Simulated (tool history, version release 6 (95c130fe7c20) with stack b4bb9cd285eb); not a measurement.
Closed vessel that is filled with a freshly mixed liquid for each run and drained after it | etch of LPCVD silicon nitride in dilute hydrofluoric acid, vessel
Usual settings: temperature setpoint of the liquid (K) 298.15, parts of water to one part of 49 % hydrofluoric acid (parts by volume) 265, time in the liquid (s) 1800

run	hour	temperature setpoint of the liquid (K)	parts of water to one part of 49 % hydrofluoric acid (parts by volume)	time in the liquid (s)	read-back film thickness of the LPCVD silicon nitride reference wafer, read on the same gauge (nm)	thickness taken off the LPCVD silicon nitride on a monitor wafer (nm)
1	0.0	298.15	265	1800	60.013	3.268
2	34.7	298.15	265	1800	60.004	3.301
3	70.7	298.15	265	1800	59.979	3.274
4	83.7	298.15	265	1800	60.005	3.267
5	112.8	298.15	265	1800	59.987	3.253
6	138.3	298.15	265	1800	59.992	3.262
7	151.6	298.15	265	1800	59.988	3.227
8	179.2	299.65	265	1800	59.980	3.541
9	199.9	298.15	265	1800	60.023	3.226
10	222.0	298.15	265	1800	60.003	3.207
11	248.0	298.15	265	1800	60.010	3.205
12	279.5	298.15	265	2490	60.009	4.443
13	298.0	298.15	335	2145	60.004	3.017
14	354.6	302.65	265	1800	59.992	5.014
15	376.8	298.15	265	1800	60.010	3.795
16	405.1	299.65	360	2515	59.997	4.219
17	425.5	295.15	375	1800	59.991	2.232
18	450.2	298.15	265	1800	59.990	3.747
19	462.7	298.15	165	875	59.992	2.954
20	497.9	298.15	300	2135	59.997	3.945
21	545.4	301.65	185	1060	59.976	3.875
22	570.2	295.15	210	1190	60.021	2.540
23	598.9	296.65	360	1800	60.002	2.501
24	624.3	298.15	265	1800	60.000	3.667
25	640.7	302.15	370	2820	59.994	5.200

Not shown: 3 entries that the log had between the listed runs. Between which runs, and how does the tool's hidden state differ before and after?
Between runs 10 and 11: hydrofluoric acid flow meter replaced (hour 231.4)
  liquid colder than its thermometer reads (K): 2.82 -> 2.87
  measured less the result without the state, thickness taken off the LPCVD silicon nitride on a monitor wafer (nm): -0.613 -> -0.624
Between runs 13 and 14: thermometer replaced (hour 325.2)
  liquid colder than its thermometer reads (K): 2.96 -> 0.136
  measured less the result without the state, thickness taken off the LPCVD silicon nitride on a monitor wafer (nm): -0.593 -> -0.041
Between runs 19 and 20: gauge calibrated (hour 490.5)
  liquid colder than its thermometer reads (K): 0.333 -> 0.397
  measured less the result without the state, thickness taken off the LPCVD silicon nitride on a monitor wafer (nm): -0.062 -> -0.097

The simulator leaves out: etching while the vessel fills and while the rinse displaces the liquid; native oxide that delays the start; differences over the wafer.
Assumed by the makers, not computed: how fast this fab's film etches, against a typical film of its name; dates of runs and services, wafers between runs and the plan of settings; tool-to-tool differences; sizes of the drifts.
